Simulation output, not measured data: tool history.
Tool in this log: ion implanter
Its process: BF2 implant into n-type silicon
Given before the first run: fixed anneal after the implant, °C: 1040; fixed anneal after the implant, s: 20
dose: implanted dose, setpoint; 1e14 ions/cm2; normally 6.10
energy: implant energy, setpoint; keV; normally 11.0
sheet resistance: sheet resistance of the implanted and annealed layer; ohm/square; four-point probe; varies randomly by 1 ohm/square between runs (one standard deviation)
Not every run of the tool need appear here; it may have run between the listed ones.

run	hour	dose	energy	read-back reference wafer on the same gauge, sheet resistance	sheet resistance
1	0.0	6.10	11.0	254.19	256.97
2	18.8	6.10	11.0	254.15	255.34
3	39.1	6.10	11.0	254.10	256.42
4	74.9	6.10	11.0	253.74	255.70
5	109.4	5.49	11.0	253.86	276.39
6	133.2	5.49	11.0	254.25	275.15
7	149.0	5.49	11.0	254.12	275.42
8	166.2	6.10	11.0	254.20	258.10
9	225.2	7.28	8.0	253.96	247.64
10	241.3	7.28	8.0	254.15	248.00
11	254.0	6.10	11.0	254.04	256.29
12	287.1	7.05	13.0	254.22	223.76
13	306.9	7.81	11.0	253.95	218.76
14	348.6	6.10	11.0	254.02	253.93
15	362.6	6.10	11.0	254.02	255.72
16	396.4	6.10	11.0	254.26	256.79
17	415.3	5.61	13.0	253.96	262.33
18	472.8	4.50	11.0	253.87	317.41
19	496.1	6.64	8.0	254.18	264.61
20	513.5	6.73	14.0	254.44	227.14
21	535.8	5.46	7.0	253.88	311.34
22	566.6	7.60	8.5	253.76	237.53
23	583.5	6.10	9.5	254.00	266.52

Not shown here: 3 entries made in the log between runs. Locate each between two listed runs and compare the hidden state at the listed run before it with the hidden state at the listed run after it:
From run 8 to run 9: gauge calibrated (hour 182.5)
  the hidden state is the same at both runs
From run 10 to run 11: extraction supply calibrated (hour 252.9)
  the hidden state is the same at both runs
From run 13 to run 14: Faraday cup replaced and dose calibrated (hour 348.1)
  the hidden state is the same at both runs
